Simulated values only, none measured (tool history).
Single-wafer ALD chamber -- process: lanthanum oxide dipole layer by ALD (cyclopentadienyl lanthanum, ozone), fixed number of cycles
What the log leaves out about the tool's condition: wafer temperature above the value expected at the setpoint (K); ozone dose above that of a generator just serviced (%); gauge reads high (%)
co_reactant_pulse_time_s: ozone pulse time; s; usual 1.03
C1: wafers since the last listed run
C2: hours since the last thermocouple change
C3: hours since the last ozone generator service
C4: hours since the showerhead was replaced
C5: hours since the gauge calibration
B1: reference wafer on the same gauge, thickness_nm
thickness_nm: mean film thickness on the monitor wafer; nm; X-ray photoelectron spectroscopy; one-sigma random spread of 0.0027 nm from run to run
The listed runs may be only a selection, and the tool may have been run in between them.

{"run": 1, "hour": 0.0, "co_reactant_pulse_time_s": 1.03, "C1": 0, "C2": 1677.0, "C3": 1286.5, "C4": 2595.8, "C5": 136.7, "B1": 0.46, "thickness_nm": 0.443}
{"run": 2, "hour": 20.7, "co_reactant_pulse_time_s": 1.03, "C1": 437, "C2": 1697.7, "C3": 1307.2, "C4": 2616.5, "C5": 157.4, "B1": 0.46, "thickness_nm": 0.44}
{"run": 3, "hour": 53.4, "co_reactant_pulse_time_s": 1.03, "C1": 690, "C2": 1730.4, "C3": 1339.9, "C4": 2649.2, "C5": 190.1, "B1": 0.46, "thickness_nm": 0.438}
{"run": 4, "hour": 84.0, "co_reactant_pulse_time_s": 1.22, "C1": 646, "C2": 1761.0, "C3": 1370.5, "C4": 2679.8, "C5": 220.7, "B1": 0.46, "thickness_nm": 0.466}
{"hour": 98.9, "done": "gauge calibrated"}
{"run": 5, "hour": 103.3, "co_reactant_pulse_time_s": 1.22, "C1": 407, "C2": 1780.3, "C3": 1389.8, "C4": 2699.1, "C5": 4.4, "B1": 0.46, "thickness_nm": 0.466}
{"run": 6, "hour": 116.2, "co_reactant_pulse_time_s": 1.03, "C1": 272, "C2": 1793.2, "C3": 1402.7, "C4": 2712.0, "C5": 17.3, "B1": 0.46, "thickness_nm": 0.431}
{"run": 7, "hour": 140.2, "co_reactant_pulse_time_s": 1.17, "C1": 506, "C2": 1817.2, "C3": 1426.7, "C4": 2736.0, "C5": 41.3, "B1": 0.46, "thickness_nm": 0.451}
{"hour": 178.8, "done": "showerhead replaced, of another model than before"}
{"run": 8, "hour": 179.3, "co_reactant_pulse_time_s": 1.17, "C1": 656, "C2": 1856.3, "C3": 1465.8, "C4": 0.5, "C5": 80.4, "B1": 0.46, "thickness_nm": 0.463}
{"hour": 205.2, "done": "ozone generator serviced"}
{"hour": 213.3, "done": "thermocouple changed; heater temperature recalibrated"}
{"run": 9, "hour": 213.8, "co_reactant_pulse_time_s": 1.03, "C1": 390, "C2": 0.5, "C3": 8.6, "C4": 35.0, "C5": 114.9, "B1": 0.46, "thickness_nm": 0.475}
{"run": 10, "hour": 218.1, "co_reactant_pulse_time_s": 1.37, "C1": 90, "C2": 4.8, "C3": 12.9, "C4": 39.3, "C5": 119.2, "B1": 0.46, "thickness_nm": 0.502}
{"run": 11, "hour": 240.0, "co_reactant_pulse_time_s": 0.71, "C1": 462, "C2": 26.7, "C3": 34.8, "C4": 61.2, "C5": 141.1, "B1": 0.46, "thickness_nm": 0.439}
{"run": 12, "hour": 272.4, "co_reactant_pulse_time_s": 0.78, "C1": 684, "C2": 59.1, "C3": 67.2, "C4": 93.6, "C5": 173.5, "B1": 0.46, "thickness_nm": 0.444}
{"run": 13, "hour": 296.0, "co_reactant_pulse_time_s": 0.76, "C1": 498, "C2": 82.7, "C3": 90.8, "C4": 117.2, "C5": 197.1, "B1": 0.46, "thickness_nm": 0.443}
{"run": 14, "hour": 318.5, "co_reactant_pulse_time_s": 1.29, "C1": 475, "C2": 105.2, "C3": 113.3, "C4": 139.7, "C5": 219.6, "B1": 0.46, "thickness_nm": 0.501}

Consider 4 possible next runs. They are alternatives, not a sequence: every one starts from the tool as it was left by run 14. What does each give?
{"run": "A", "hour": 318.9, "co_reactant_pulse_time_s": 1.03, "C1": 8, "C2": 105.6, "C3": 113.7, "C4": 140.1, "C5": 220.0, "B1": "?", "thickness_nm": "?"}
{"run": "B", "hour": 318.9, "co_reactant_pulse_time_s": 0.64, "C1": 8, "C2": 105.6, "C3": 113.7, "C4": 140.1, "C5": 220.0, "B1": "?", "thickness_nm": "?"}
{"run": "C", "hour": 318.9, "co_reactant_pulse_time_s": 1.2, "C1": 8, "C2": 105.6, "C3": 113.7, "C4": 140.1, "C5": 220.0, "B1": "?", "thickness_nm": "?"}
{"run": "D", "hour": 318.9, "co_reactant_pulse_time_s": 0.7, "C1": 8, "C2": 105.6, "C3": 113.7, "C4": 140.1, "C5": 220.0, "B1": "?", "thickness_nm": "?"}

run=A B1=0.46 thickness_nm=0.475
run=B B1=0.46 thickness_nm=0.420
run=C B1=0.46 thickness_nm=0.491
run=D B1=0.46 thickness_nm=0.430
What these runs would have given with no unlogged condition in the tool:
run=A thickness_nm=0.481
run=B thickness_nm=0.428
run=C thickness_nm=0.497
run=D thickness_nm=0.439

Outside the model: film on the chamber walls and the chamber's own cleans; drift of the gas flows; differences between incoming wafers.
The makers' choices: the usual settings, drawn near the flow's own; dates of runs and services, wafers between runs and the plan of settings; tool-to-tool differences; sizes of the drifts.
